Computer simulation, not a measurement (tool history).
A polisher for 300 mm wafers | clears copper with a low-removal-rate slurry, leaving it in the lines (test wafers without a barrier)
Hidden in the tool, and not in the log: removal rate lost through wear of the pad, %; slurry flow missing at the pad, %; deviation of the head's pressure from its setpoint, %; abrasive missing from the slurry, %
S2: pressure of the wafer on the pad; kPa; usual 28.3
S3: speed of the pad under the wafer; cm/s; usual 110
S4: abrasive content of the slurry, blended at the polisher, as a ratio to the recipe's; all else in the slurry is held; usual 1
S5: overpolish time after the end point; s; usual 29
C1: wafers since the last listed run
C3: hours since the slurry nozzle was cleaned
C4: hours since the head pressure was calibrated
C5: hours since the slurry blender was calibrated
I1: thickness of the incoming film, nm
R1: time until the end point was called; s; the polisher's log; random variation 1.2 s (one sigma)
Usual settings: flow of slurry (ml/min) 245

{"run": 1, "hour": 0.0, "flow of slurry (ml/min)": 245, "S2": 28.3, "S3": 110, "S4": 1, "S5": 29, "C1": 0, "wafers polished on this pad": 1577, "C3": 728, "C4": 198.9, "C5": 89.1, "I1": 335.1, "R1": 85.8}
{"hour": 37.4, "done": "slurry nozzle cleaned"}
{"run": 2, "hour": 56.3, "flow of slurry (ml/min)": 285, "S2": 28.3, "S3": 110, "S4": 1, "S5": 29, "C1": 431, "wafers polished on this pad": 2009, "C3": 18.9, "C4": 255.2, "C5": 145.4, "I1": 332.2, "R1": 86}
{"run": 3, "hour": 114.5, "flow of slurry (ml/min)": 285, "S2": 28.3, "S3": 110, "S4": 1, "S5": 29, "C1": 454, "wafers polished on this pad": 2463, "C3": 77.1, "C4": 313.4, "C5": 203.6, "I1": 338.9, "R1": 84}
{"run": 4, "hour": 158.9, "flow of slurry (ml/min)": 205, "S2": 28.3, "S3": 110, "S4": 1, "S5": 29, "C1": 346, "wafers polished on this pad": 2810, "C3": 121.5, "C4": 357.8, "C5": 248, "I1": 336.2, "R1": 89.9}
{"hour": 200.4, "done": "worn pad replaced by a new one"}
{"hour": 234.1, "done": "head pressure recalibrated"}
{"run": 5, "hour": 256.7, "flow of slurry (ml/min)": 245, "S2": 22.8, "S3": 110, "S4": 1, "S5": 29, "C1": 716, "wafers polished on this pad": 424, "C3": 219.3, "C4": 22.6, "C5": 345.8, "I1": 328.9, "R1": 110}
{"hour": 376.9, "done": "slurry blender recalibrated"}
{"run": 6, "hour": 484.2, "flow of slurry (ml/min)": 245, "S2": 28.3, "S3": 110, "S4": 0.75, "S5": 29, "C1": 1761, "wafers polished on this pad": 2185, "C3": 446.8, "C4": 250.1, "C5": 107.3, "I1": 340.1, "R1": 90.2}
{"run": 7, "hour": 524.5, "flow of slurry (ml/min)": 245, "S2": 28.3, "S3": 110, "S4": 0.75, "S5": 29, "C1": 314, "wafers polished on this pad": 2500, "C3": 487.1, "C4": 290.4, "C5": 147.6, "I1": 336.3, "R1": 88.2}
{"run": 8, "hour": 611.7, "flow of slurry (ml/min)": 245, "S2": 28.3, "S3": 110, "S4": 0.75, "S5": 29, "C1": 680, "wafers polished on this pad": 3181, "C3": 574.3, "C4": 377.6, "C5": 234.8, "I1": 337.9, "R1": 93}
{"hour": 631.5, "done": "worn pad replaced by a new one"}
{"run": 9, "hour": 717.4, "flow of slurry (ml/min)": 245, "S2": 28.3, "S3": 110, "S4": 1, "S5": 29, "C1": 794, "wafers polished on this pad": 670, "C3": 680, "C4": 483.3, "C5": 340.5, "I1": 335.5, "R1": 88.7}
{"hour": 733.8, "done": "slurry blender recalibrated"}
{"hour": 736.6, "done": "slurry nozzle cleaned"}
{"hour": 789.2, "done": "head pressure recalibrated"}
{"run": 10, "hour": 792.9, "flow of slurry (ml/min)": 245, "S2": 28.3, "S3": 110, "S4": 1, "S5": 29, "C1": 550, "wafers polished on this pad": 1221, "C3": 56.3, "C4": 3.7, "C5": 59.1, "I1": 335.1, "R1": 84.9}
{"run": 11, "hour": 1027.3, "flow of slurry (ml/min)": 245, "S2": 31, "S3": 138, "S4": 0.8, "S5": 21, "C1": 1830, "wafers polished on this pad": 3052, "C3": 290.7, "C4": 238.1, "C5": 293.5, "I1": 333.2, "R1": 66.4}
{"hour": 1082.6, "done": "worn pad replaced by a new one"}
{"run": 12, "hour": 1087.6, "flow of slurry (ml/min)": 320, "S2": 28.3, "S3": 110, "S4": 1, "S5": 29, "C1": 439, "wafers polished on this pad": 39, "C3": 351, "C4": 298.4, "C5": 353.8, "I1": 335.9, "R1": 88.4}
{"run": 13, "hour": 1158.3, "flow of slurry (ml/min)": 245, "S2": 28.3, "S3": 146, "S4": 1, "S5": 20, "C1": 552, "wafers polished on this pad": 591, "C3": 421.7, "C4": 369.1, "C5": 424.5, "I1": 335.8, "R1": 69.1}
{"hour": 1179.2, "done": "slurry blender recalibrated"}
{"run": 14, "hour": 1255.2, "flow of slurry (ml/min)": 245, "S2": 28.3, "S3": 148, "S4": 1.15, "S5": 29, "C1": 741, "wafers polished on this pad": 1332, "C3": 518.6, "C4": 466, "C5": 76, "I1": 334.7, "R1": 60.8}
{"hour": 1341.4, "done": "head pressure recalibrated"}
{"hour": 1452.2, "done": "worn pad replaced by a new one"}
{"run": 15, "hour": 1475.8, "flow of slurry (ml/min)": 160, "S2": 28.3, "S3": 100, "S4": 1, "S5": 29, "C1": 1675, "wafers polished on this pad": 184, "C3": 739.2, "C4": 134.4, "C5": 296.6, "I1": 331.3, "R1": 98.9}
{"hour": 1492.5, "done": "slurry nozzle cleaned"}
{"run": 16, "hour": 1578.2, "flow of slurry (ml/min)": 245, "S2": 28.3, "S3": 110, "S4": 1, "S5": 29, "C1": 791, "wafers polished on this pad": 976, "C3": 85.7, "C4": 236.8, "C5": 399, "I1": 332, "R1": 89.5}
{"hour": 1590.5, "done": "slurry blender recalibrated"}
{"run": 17, "hour": 1646.2, "flow of slurry (ml/min)": 245, "S2": 28.3, "S3": 110, "S4": 1, "S5": 29, "C1": 515, "wafers polished on this pad": 1491, "C3": 153.7, "C4": 304.8, "C5": 55.7, "I1": 332, "R1": 85.1}
{"run": 18, "hour": 1779.4, "flow of slurry (ml/min)": 245, "S2": 35.2, "S3": 88, "S4": 1, "S5": 29, "C1": 1040, "wafers polished on this pad": 2531, "C3": 286.9, "C4": 438, "C5": 188.9, "I1": 329.4, "R1": 82}
{"hour": 1867.5, "done": "worn pad replaced by a new one"}
{"hour": 1891.0, "done": "head pressure recalibrated"}
{"run": 19, "hour": 1975.5, "flow of slurry (ml/min)": 205, "S2": 28.3, "S3": 94, "S4": 1, "S5": 29, "C1": 1484, "wafers polished on this pad": 828, "C3": 483, "C4": 84.5, "C5": 385, "I1": 333.6, "R1": 107.8}

The next listed run, before its measurement:
{"hour": 2038.7, "done": "slurry blender recalibrated"}
{"run": 20, "hour": 2062.3, "flow of slurry (ml/min)": 245, "S2": 28.3, "S3": 110, "S4": 1.1, "S5": 35, "C1": 662, "wafers polished on this pad": 1490, "C3": 569.8, "C4": 171.3, "C5": 23.6, "I1": 337.8, "R1": "?"}

R1: 83.8 s
Without the tool's hidden state the same run would have given R1 83 s.
